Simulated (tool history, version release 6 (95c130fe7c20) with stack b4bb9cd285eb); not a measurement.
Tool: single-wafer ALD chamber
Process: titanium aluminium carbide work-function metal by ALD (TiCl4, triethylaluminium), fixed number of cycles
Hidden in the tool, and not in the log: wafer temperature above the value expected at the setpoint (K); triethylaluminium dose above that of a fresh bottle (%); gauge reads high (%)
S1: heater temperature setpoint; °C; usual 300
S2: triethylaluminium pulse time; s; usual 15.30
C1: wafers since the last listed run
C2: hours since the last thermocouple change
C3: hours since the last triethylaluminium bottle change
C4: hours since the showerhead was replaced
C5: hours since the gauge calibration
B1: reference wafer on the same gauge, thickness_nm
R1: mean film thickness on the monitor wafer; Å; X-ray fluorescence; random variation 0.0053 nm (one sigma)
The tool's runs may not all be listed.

{"run": 1, "day": 0.0, "S1": 290, "S2": 19.4, "C1": 0, "C2": 1490.4, "C3": 938.2, "C4": 7582.4, "C5": 51.5, "B1": 2.172, "R1": 20.25}
{"run": 2, "day": 3.654, "S1": 290, "S2": 19.4, "C1": 756, "C2": 1578.1, "C3": 1025.9, "C4": 7670.1, "C5": 139.2, "B1": 2.18, "R1": 20.4}
{"run": 3, "day": 4.683, "S1": 310, "S2": 11.21, "C1": 212, "C2": 1602.8, "C3": 1050.6, "C4": 7694.8, "C5": 163.9, "B1": 2.181, "R1": 22.16}
{"run": 4, "day": 5.825, "S1": 300, "S2": 15.3, "C1": 236, "C2": 1630.2, "C3": 1078.0, "C4": 7722.2, "C5": 191.3, "B1": 2.183, "R1": 21.38}
{"run": 5, "day": 6.646, "S1": 300, "S2": 15.3, "C1": 169, "C2": 1649.9, "C3": 1097.7, "C4": 7741.9, "C5": 211.0, "B1": 2.187, "R1": 21.48}
{"run": 6, "day": 7.683, "S1": 300, "S2": 15.3, "C1": 214, "C2": 1674.8, "C3": 1122.6, "C4": 7766.8, "C5": 235.9, "B1": 2.188, "R1": 21.44}
{"day": 7.892, "done": "gauge calibrated"}
{"run": 7, "day": 8.45, "S1": 300, "S2": 15.3, "C1": 158, "C2": 1693.2, "C3": 1141.0, "C4": 7785.2, "C5": 13.4, "B1": 2.167, "R1": 21.2}
{"day": 8.921, "done": "triethylaluminium bottle replaced"}
{"run": 8, "day": 9.783, "S1": 300, "S2": 15.3, "C1": 206, "C2": 1725.2, "C3": 20.7, "C4": 7817.2, "C5": 45.4, "B1": 2.17, "R1": 21.26}
{"day": 10.512, "done": "showerhead replaced"}
{"day": 10.588, "done": "thermocouple changed; heater temperature recalibrated"}
{"run": 9, "day": 10.608, "S1": 289, "S2": 13.66, "C1": 86, "C2": 0.5, "C3": 40.5, "C4": 2.3, "C5": 65.2, "B1": 2.169, "R1": 20.11}
{"run": 10, "day": 11.688, "S1": 294, "S2": 15.3, "C1": 223, "C2": 26.4, "C3": 66.4, "C4": 28.2, "C5": 91.1, "B1": 2.173, "R1": 20.64}
{"run": 11, "day": 12.454, "S1": 300, "S2": 13.51, "C1": 158, "C2": 44.8, "C3": 84.8, "C4": 46.6, "C5": 109.5, "B1": 2.175, "R1": 21.19}
{"run": 12, "day": 13.95, "S1": 308, "S2": 10.01, "C1": 309, "C2": 80.7, "C3": 120.7, "C4": 82.5, "C5": 145.4, "B1": 2.178, "R1": 21.92}
{"run": 13, "day": 14.479, "S1": 292, "S2": 9.6, "C1": 109, "C2": 93.4, "C3": 133.4, "C4": 95.2, "C5": 158.1, "B1": 2.179, "R1": 20.15}
{"run": 14, "day": 15.479, "S1": 300, "S2": 15.3, "C1": 206, "C2": 117.4, "C3": 157.4, "C4": 119.2, "C5": 182.1, "B1": 2.183, "R1": 21.36}
{"run": 15, "day": 16.496, "S1": 300, "S2": 17.85, "C1": 210, "C2": 141.8, "C3": 181.8, "C4": 143.6, "C5": 206.5, "B1": 2.183, "R1": 21.4}
{"day": 18.121, "done": "gauge calibrated"}
{"run": 16, "day": 18.608, "S1": 300, "S2": 15.3, "C1": 437, "C2": 192.5, "C3": 232.5, "C4": 194.3, "C5": 11.7, "B1": 2.171, "R1": 21.16}

Forecast each of these 5 alternatives for the next run:
{"run": "A", "day": 18.625, "S1": 300, "S2": 15.3, "C1": 3, "C2": 192.9, "C3": 232.9, "C4": 194.7, "C5": 12.1, "B1": "?", "R1": "?"}
{"run": "B", "day": 18.625, "S1": 300, "S2": 10.04, "C1": 3, "C2": 192.9, "C3": 232.9, "C4": 194.7, "C5": 12.1, "B1": "?", "R1": "?"}
{"run": "C", "day": 18.625, "S1": 289, "S2": 11.74, "C1": 3, "C2": 192.9, "C3": 232.9, "C4": 194.7, "C5": 12.1, "B1": "?", "R1": "?"}
{"run": "D", "day": 18.625, "S1": 300, "S2": 9.35, "C1": 3, "C2": 192.9, "C3": 232.9, "C4": 194.7, "C5": 12.1, "B1": "?", "R1": "?"}
{"run": "E", "day": 18.625, "S1": 312, "S2": 20.64, "C1": 3, "C2": 192.9, "C3": 232.9, "C4": 194.7, "C5": 12.1, "B1": "?", "R1": "?"}

run=A B1=2.171 R1=21.24
run=B B1=2.171 R1=20.99
run=C B1=2.171 R1=19.96
run=D B1=2.171 R1=20.93
run=E B1=2.171 R1=22.59
Without the tool's hidden state the same runs would have given:
run=A R1=21.24
run=B R1=20.99
run=C R1=19.96
run=D R1=20.93
run=E R1=22.59
